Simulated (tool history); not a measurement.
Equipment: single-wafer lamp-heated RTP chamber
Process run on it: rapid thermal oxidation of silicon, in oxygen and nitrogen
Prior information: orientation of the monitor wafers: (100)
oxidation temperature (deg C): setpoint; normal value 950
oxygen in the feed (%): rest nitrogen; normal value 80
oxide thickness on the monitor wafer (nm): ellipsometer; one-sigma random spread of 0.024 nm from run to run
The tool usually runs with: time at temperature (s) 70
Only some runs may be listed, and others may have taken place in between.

run,hour,oxidation temperature (deg C),time at temperature (s),oxygen in the feed (%),wafers since the last listed run,wafers since the last pyrometer calibration,hours since the oxygen flow controller was replaced,hours since the gauge calibration,"read-back reference wafer on the same gauge, thickness",oxide thickness on the monitor wafer (nm)
1,0,950,88,80,0,1130,4293.9,897.9,4.296,5.033
2,51.6,950,70,94,291,1421,4345.5,949.5,4.29,4.828
3,110,950,70,80,329,1751,4403.9,1007.9,4.295,4.638
4,143.8,950,70,80,190,1942,4437.7,1041.7,4.294,4.597
5,186.3,950,70,80,239,2182,4480.2,1084.2,4.282,4.584
6,228.7,950,70,80,239,2421,4522.6,1126.6,4.292,4.649
# hour 292: pyrometer window cleaned and pyrometer calibrated
7,315.2,950,70,80,443,131,4609.1,1213.1,4.287,4.475
8,381.6,940,70,80,374,505,4675.5,1279.5,4.292,4.215
9,414.3,940,70,80,184,690,4708.2,1312.2,4.289,4.272
# hour 440.6: gauge calibrated
10,446.7,940,70,80,182,873,4740.6,6.1,4.29,4.272
11,496.5,950,70,65,281,1154,4790.4,55.9,4.292,4.318
12,546.4,950,70,65,281,1436,4840.3,105.8,4.291,4.342
13,594.2,950,70,65,269,1706,4888.1,153.6,4.293,4.333
14,624.4,950,70,80,170,1876,4918.3,183.8,4.294,4.652
15,669.8,950,70,80,256,2132,4963.7,229.2,4.289,4.606
16,702.1,926,48,59,182,2315,4996,261.5,4.295,3.206
17,727.8,921,70,80,145,2460,5021.7,287.2,4.288,3.794
18,757,950,70,80,164,2625,5050.9,316.4,4.285,4.648
# hour 814.1: pyrometer window cleaned and pyrometer calibrated
19,814.9,921,70,98,281,4,5108.8,374.3,4.292,3.917
20,875.8,950,70,61,343,348,5169.7,435.2,4.285,4.14
21,947.5,950,70,98,404,753,5241.4,506.9,4.286,4.892
22,982.8,950,70,80,199,952,5276.7,542.2,4.3,4.598
23,1050.3,950,58,80,381,1333,5344.2,609.7,4.284,4.245
24,1100.6,968,55,98,283,1617,5394.5,660,4.288,5.061
25,1124.9,950,70,80,137,1754,5418.8,684.3,4.291,4.574
26,1153.1,950,70,62,159,1913,5447,712.5,4.291,4.267
27,1214.9,950,70,80,348,2262,5508.8,774.3,4.293,4.613
# hour 1234.9: oxygen flow controller replaced
28,1256.5,968,61,89,189,2452,21.6,815.9,4.29,5.167
29,1317.1,950,91,80,342,2794,82.2,876.5,4.295,5.189
# hour 1344.2: pyrometer window cleaned and pyrometer calibrated
30,1346.2,950,70,80,119,11,111.3,905.6,4.296,4.422
31,1388.2,950,70,80,237,248,153.3,947.6,4.291,4.565
32,1436.6,950,51,69,273,521,201.7,996,4.289,3.866
33,1501.8,928,99,91,368,889,266.9,1061.2,4.291,4.661
34,1571.5,950,90,98,393,1282,336.6,1130.9,4.293,5.461
35,1599,950,70,98,155,1438,364.1,1158.4,4.291,4.887
36,1631.3,950,70,80,182,1620,396.4,1190.7,4.289,4.664
37,1684.3,976,70,96,299,1919,449.4,1243.7,4.296,5.891

What if the next run were any one of these 5? Each begins from the tool's condition after run 37:
A,1684.8,922,70,80,2,1922,449.9,1244.2,?,?
B,1684.8,937,41,98,2,1922,449.9,1244.2,?,?
C,1684.8,938,70,61,2,1922,449.9,1244.2,?,?
D,1684.8,927,70,98,2,1922,449.9,1244.2,?,?
E,1684.8,922,45,91,2,1922,449.9,1244.2,?,?

run,"read-back reference wafer on the same gauge, thickness",oxide thickness on the monitor wafer (nm)
A,4.285,3.855
B,4.285,3.693
C,4.285,3.967
D,4.285,4.216
E,4.285,3.424
Had the tool no hidden state, the same runs would have come out as:
run,oxide thickness on the monitor wafer (nm)
A,3.722
B,3.568
C,3.829
D,4.056
E,3.32
